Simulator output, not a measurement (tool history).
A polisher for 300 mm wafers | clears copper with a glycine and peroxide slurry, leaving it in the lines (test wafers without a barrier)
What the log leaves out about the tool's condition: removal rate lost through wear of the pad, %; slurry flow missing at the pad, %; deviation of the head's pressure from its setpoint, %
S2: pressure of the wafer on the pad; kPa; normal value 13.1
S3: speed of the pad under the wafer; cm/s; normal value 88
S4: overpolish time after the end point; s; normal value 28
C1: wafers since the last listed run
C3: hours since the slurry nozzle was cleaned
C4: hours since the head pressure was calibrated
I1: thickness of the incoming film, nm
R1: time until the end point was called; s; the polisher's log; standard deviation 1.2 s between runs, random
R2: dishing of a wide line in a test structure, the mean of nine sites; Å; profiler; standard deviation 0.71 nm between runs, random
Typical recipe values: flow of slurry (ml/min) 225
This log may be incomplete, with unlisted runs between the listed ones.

{"run": 1, "hour": 0.0, "flow of slurry (ml/min)": 225, "S2": 13.1, "S3": 88, "S4": 28, "C1": 0, "wafers polished on this pad": 529, "C3": 53.8, "C4": 607.8, "I1": 355.7, "R1": 115.3, "R2": 604}
{"hour": 49.7, "done": "head pressure recalibrated"}
{"run": 2, "hour": 67.9, "flow of slurry (ml/min)": 225, "S2": 13.1, "S3": 88, "S4": 28, "C1": 505, "wafers polished on this pad": 1034, "C3": 121.7, "C4": 18.2, "I1": 354.4, "R1": 119.6, "R2": 587}
{"run": 3, "hour": 125.1, "flow of slurry (ml/min)": 225, "S2": 13.1, "S3": 88, "S4": 28, "C1": 438, "wafers polished on this pad": 1472, "C3": 178.9, "C4": 75.4, "I1": 360.0, "R1": 125.9, "R2": 565}
{"hour": 135.2, "done": "worn pad replaced by a new one"}
{"run": 4, "hour": 176.4, "flow of slurry (ml/min)": 225, "S2": 16.5, "S3": 88, "S4": 28, "C1": 362, "wafers polished on this pad": 315, "C3": 230.2, "C4": 126.7, "I1": 357.1, "R1": 95.9, "R2": 705}
{"hour": 185.5, "done": "slurry nozzle cleaned"}
{"run": 5, "hour": 275.6, "flow of slurry (ml/min)": 225, "S2": 16.5, "S3": 88, "S4": 28, "C1": 752, "wafers polished on this pad": 1068, "C3": 90.1, "C4": 225.9, "I1": 360.0, "R1": 102.9, "R2": 661}
{"hour": 315.8, "done": "worn pad replaced by a new one"}
{"run": 6, "hour": 334.6, "flow of slurry (ml/min)": 225, "S2": 16.5, "S3": 88, "S4": 28, "C1": 421, "wafers polished on this pad": 144, "C3": 149.1, "C4": 284.9, "I1": 355.5, "R1": 93.7, "R2": 702}
{"run": 7, "hour": 392.4, "flow of slurry (ml/min)": 225, "S2": 13.1, "S3": 88, "S4": 21, "C1": 443, "wafers polished on this pad": 587, "C3": 206.9, "C4": 342.7, "I1": 363.5, "R1": 115.2, "R2": 487}
{"run": 8, "hour": 428.7, "flow of slurry (ml/min)": 150, "S2": 13.1, "S3": 106, "S4": 28, "C1": 278, "wafers polished on this pad": 865, "C3": 243.2, "C4": 379.0, "I1": 358.3, "R1": 107.1, "R2": 642}
{"hour": 440.4, "done": "slurry nozzle cleaned"}
{"hour": 476.8, "done": "worn pad replaced by a new one"}
{"run": 9, "hour": 498.8, "flow of slurry (ml/min)": 225, "S2": 13.1, "S3": 88, "S4": 28, "C1": 499, "wafers polished on this pad": 168, "C3": 58.4, "C4": 449.1, "I1": 364.5, "R1": 116.6, "R2": 611}
{"run": 10, "hour": 546.4, "flow of slurry (ml/min)": 180, "S2": 15.9, "S3": 88, "S4": 28, "C1": 364, "wafers polished on this pad": 533, "C3": 106.0, "C4": 496.7, "I1": 357.3, "R1": 101.9, "R2": 681}
{"run": 11, "hour": 633.5, "flow of slurry (ml/min)": 225, "S2": 13.1, "S3": 88, "S4": 19, "C1": 667, "wafers polished on this pad": 1201, "C3": 193.1, "C4": 583.8, "I1": 358.6, "R1": 123.1, "R2": 425}
{"hour": 651.1, "done": "worn pad replaced by a new one"}
{"hour": 704.6, "done": "head pressure recalibrated"}
{"run": 12, "hour": 733.5, "flow of slurry (ml/min)": 225, "S2": 13.1, "S3": 78, "S4": 33, "C1": 720, "wafers polished on this pad": 616, "C3": 293.1, "C4": 28.9, "I1": 355.9, "R1": 128.1, "R2": 640}
{"hour": 739.6, "done": "slurry nozzle cleaned"}
{"run": 13, "hour": 795.3, "flow of slurry (ml/min)": 290, "S2": 13.1, "S3": 88, "S4": 37, "C1": 466, "wafers polished on this pad": 1082, "C3": 55.7, "C4": 90.7, "I1": 358.7, "R1": 116.6, "R2": 705}
{"hour": 804.3, "done": "worn pad replaced by a new one"}
{"run": 14, "hour": 858.8, "flow of slurry (ml/min)": 225, "S2": 13.1, "S3": 70, "S4": 13, "C1": 456, "wafers polished on this pad": 417, "C3": 119.2, "C4": 154.2, "I1": 357.2, "R1": 134.6, "R2": 285}
{"run": 15, "hour": 896.8, "flow of slurry (ml/min)": 225, "S2": 13.1, "S3": 88, "S4": 28, "C1": 291, "wafers polished on this pad": 709, "C3": 157.2, "C4": 192.2, "I1": 355.6, "R1": 118.2, "R2": 597}

Consider 5 possible next runs. They are alternatives, not a sequence: every one starts from the tool as it was left by run 15. What does each give?
{"run": "A", "hour": 897.3, "flow of slurry (ml/min)": 225, "S2": 17.2, "S3": 88, "S4": 28, "C1": 3, "wafers polished on this pad": 712, "C3": 157.7, "C4": 192.7, "I1": 360.1, "R1": "?", "R2": "?"}
{"run": "B", "hour": 897.3, "flow of slurry (ml/min)": 170, "S2": 15.9, "S3": 60, "S4": 15, "C1": 3, "wafers polished on this pad": 712, "C3": 157.7, "C4": 192.7, "I1": 360.1, "R1": "?", "R2": "?"}
{"run": "C", "hour": 897.3, "flow of slurry (ml/min)": 275, "S2": 13.1, "S3": 88, "S4": 45, "C1": 3, "wafers polished on this pad": 712, "C3": 157.7, "C4": 192.7, "I1": 360.1, "R1": "?", "R2": "?"}
{"run": "D", "hour": 897.3, "flow of slurry (ml/min)": 180, "S2": 13.1, "S3": 110, "S4": 28, "C1": 3, "wafers polished on this pad": 712, "C3": 157.7, "C4": 192.7, "I1": 360.1, "R1": "?", "R2": "?"}
{"run": "E", "hour": 897.3, "flow of slurry (ml/min)": 225, "S2": 9.7, "S3": 88, "S4": 42, "C1": 3, "wafers polished on this pad": 712, "C3": 157.7, "C4": 192.7, "I1": 360.1, "R1": "?", "R2": "?"}

run=A R1=95.4 R2=715
run=B R1=138.9 R2=323
run=C R1=115.6 R2=831
run=D R1=101.5 R2=659
run=E R1=146.1 R2=663
What these runs would have given with no unlogged condition in the tool:
run=A R1=92.4 R2=732
run=B R1=134.4 R2=332
run=C R1=111.9 R2=847
run=D R1=98.2 R2=674
run=E R1=141.4 R2=678

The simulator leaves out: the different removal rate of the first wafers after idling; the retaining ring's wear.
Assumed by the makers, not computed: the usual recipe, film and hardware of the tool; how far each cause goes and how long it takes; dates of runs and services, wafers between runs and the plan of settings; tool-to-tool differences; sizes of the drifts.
